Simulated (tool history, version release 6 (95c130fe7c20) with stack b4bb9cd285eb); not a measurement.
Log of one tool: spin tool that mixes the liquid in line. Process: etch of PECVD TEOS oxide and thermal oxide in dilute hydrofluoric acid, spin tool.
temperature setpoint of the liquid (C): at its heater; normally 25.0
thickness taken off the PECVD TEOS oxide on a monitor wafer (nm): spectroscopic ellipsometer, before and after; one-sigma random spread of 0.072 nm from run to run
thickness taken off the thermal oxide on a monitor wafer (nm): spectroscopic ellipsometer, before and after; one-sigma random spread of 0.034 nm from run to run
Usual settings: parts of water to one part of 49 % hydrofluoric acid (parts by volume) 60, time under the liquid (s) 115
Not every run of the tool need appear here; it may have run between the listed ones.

run    hour  temperature setpoint of the liquid (C)  parts of water to one part of 49 % hydrofluoric acid (parts by volume)  time under the liquid (s)  wafers since the last listed run  hours since the thermometer was replaced  hours since the hydrofluoric acid flow meter was replaced  hours since the gauge calibration  read-back film thickness of the PECVD TEOS oxide reference wafer, read on the same gauge (nm)  read-back film thickness of the thermal oxide reference wafer, read on the same gauge (nm)  thickness taken off the PECVD TEOS oxide on a monitor wafer (nm)  thickness taken off the thermal oxide on a monitor wafer (nm)
  1     0.0                                    25.0                                                                      60                        170                                 0                                    1233.5                                                      319.7                              319.8                                                                                          70.00                                                                                       89.98                                                             30.47                                                          15.34
  2    45.9                                    25.0                                                                      60                        175                               484                                    1279.4                                                      365.6                              365.7                                                                                          70.02                                                                                       90.03                                                             31.40                                                          15.72
  3   126.4                                    21.5                                                                      60                        140                               849                                    1359.9                                                      446.1                              446.2                                                                                          69.99                                                                                       89.97                                                             21.64                                                          10.88
  4   380.7                                    25.0                                                                      60                        115                              2684                                    1614.2                                                      700.4                              700.5                                                                                          69.98                                                                                       90.01                                                             20.53                                                          10.33
  5   417.1                                    25.0                                                                      60                        180                               384                                    1650.6                                                      736.8                              736.9                                                                                          70.01                                                                                       90.01                                                             32.26                                                          16.21
      479.2  -- thermometer replaced
  6   487.9                                    28.5                                                                      85                         90                               736                                       8.7                                                      807.6                              807.7                                                                                          70.01                                                                                       89.98                                                             12.65                                                           6.33
  7   541.9                                    25.0                                                                      70                        115                               570                                      62.7                                                      861.6                              861.7                                                                                          69.99                                                                                       89.96                                                             17.42                                                           8.71
  8   644.3                                    28.0                                                                      75                         65                              1081                                     165.1                                                      964.0                              964.1                                                                                          69.98                                                                                       89.99                                                             10.27                                                           5.15
  9   720.4                                    25.0                                                                      60                        115                               803                                     241.2                                                     1040.1                             1040.2                                                                                          69.99                                                                                       90.01                                                             20.70                                                          10.35
 10   782.1                                    20.5                                                                      35                        150                               651                                     302.9                                                     1101.8                             1101.9                                                                                          70.01                                                                                       89.99                                                             39.63                                                          19.85
 11   823.0                                    25.0                                                                      45                         90                               431                                     343.8                                                     1142.7                             1142.8                                                                                          70.00                                                                                       90.02                                                             21.89                                                          10.99
      896.0  -- hydrofluoric acid flow meter replaced
 12   919.4                                    25.0                                                                      60                        115                              1007                                     440.2                                                       23.4                             1239.2                                                                                          69.99                                                                                       89.98                                                             20.68                                                          10.33
 13  1024.0                                    25.0                                                                      60                        115                              1104                                     544.8                                                      128.0                             1343.8                                                                                          69.99                                                                                       90.00                                                             20.52                                                          10.34
 14  1084.2                                    25.0                                                                      60                        115                               635                                     605.0                                                      188.2                             1404.0                                                                                          70.01                                                                                       90.01                                                             20.55                                                          10.33
 15  1162.6                                    25.0                                                                      80                        115                               827                                     683.4                                                      266.6                             1482.4                                                                                          70.00                                                                                       90.01                                                             15.03                                                           7.54
 16  1235.7                                    25.0                                                                      60                        115                               771                                     756.5                                                      339.7                             1555.5                                                                                          69.99                                                                                       89.98                                                             20.52                                                          10.33
 17  1303.8                                    21.0                                                                      70                         90                               718                                     824.6                                                      407.8                             1623.6                                                                                          69.97                                                                                       90.00                                                             11.51                                                           5.78
 18  1360.2                                    25.0                                                                      60                        115                               595                                     881.0                                                      464.2                             1680.0                                                                                          69.97                                                                                       90.00                                                             20.57                                                          10.33
 19  1569.4                                    27.0                                                                      85                        175                              2208                                    1090.2                                                      673.4                             1889.2                                                                                          70.00                                                                                       89.99                                                             23.17                                                          11.59
 20  1677.0                                    20.5                                                                      90                         55                              1136                                    1197.8                                                      781.0                             1996.8                                                                                          70.00                                                                                       90.00                                                              5.23                                                           2.64
 21  1730.1                                    21.0                                                                      50                        165                               560                                    1250.9                                                      834.1                             2049.9                                                                                          69.99                                                                                       89.98                                                             30.55                                                          15.31
 22  1802.0                                    25.0                                                                      40                         90                               759                                    1322.8                                                      906.0                             2121.8                                                                                          70.01                                                                                       90.00                                                             24.87                                                          12.47
 23  1840.7                                    29.5                                                                      75                        115                               408                                    1361.5                                                      944.7                             2160.5                                                                                          69.99                                                                                       89.97                                                             19.19                                                           9.61
 24  1914.2                                    25.0                                                                      60                        115                               776                                    1435.0                                                     1018.2                             2234.0                                                                                          70.00                                                                                       89.96                                                             20.60                                                          10.30
 25  1976.4                                    28.0                                                                      60                        170                               656                                    1497.2                                                     1080.4                             2296.2                                                                                          70.00                                                                                       90.02                                                             34.27                                                          17.22
 26  2015.0                                    20.5                                                                      35                        150                               407                                    1535.8                                                     1119.0                             2334.8                                                                                          69.99                                                                                       90.02                                                             39.34                                                          19.81

4 ways to go on from here, each from the tool as it stands after run 26. What would each give?
  A  2015.4                                    25.0                                                                      60                         70                                 4                                    1536.2                                                     1119.4                             2335.2                                                                                              ?                                                                                           ?                                                                 ?                                                              ?
  B  2015.4                                    25.0                                                                      85                         80                                 4                                    1536.2                                                     1119.4                             2335.2                                                                                              ?                                                                                           ?                                                                 ?                                                              ?
  C  2015.4                                    22.0                                                                      45                         85                                 4                                    1536.2                                                     1119.4                             2335.2                                                                                              ?                                                                                           ?                                                                 ?                                                              ?
  D  2015.4                                    27.5                                                                      40                        145                                 4                                    1536.2                                                     1119.4                             2335.2                                                                                              ?                                                                                           ?                                                                 ?                                                              ?

run  read-back film thickness of the PECVD TEOS oxide reference wafer, read on the same gauge (nm)  read-back film thickness of the thermal oxide reference wafer, read on the same gauge (nm)  thickness taken off the PECVD TEOS oxide on a monitor wafer (nm)  thickness taken off the thermal oxide on a monitor wafer (nm)
  A                                                                                          69.99                                                                                       90.00                                                             12.58                                                           6.26
  B                                                                                          69.99                                                                                       90.00                                                              9.82                                                           4.89
  C                                                                                          69.99                                                                                       90.00                                                             18.35                                                           9.14
  D                                                                                          69.99                                                                                       90.00                                                             44.46                                                          22.15
Stripped of hidden state, with their random variation kept, the same runs would have yielded:
run  thickness taken off the PECVD TEOS oxide on a monitor wafer (nm)  thickness taken off the thermal oxide on a monitor wafer (nm)
  A                                                             12.58                                                           6.26
  B                                                              9.82                                                           4.89
  C                                                             18.35                                                           9.14
  D                                                             44.46                                                          22.15
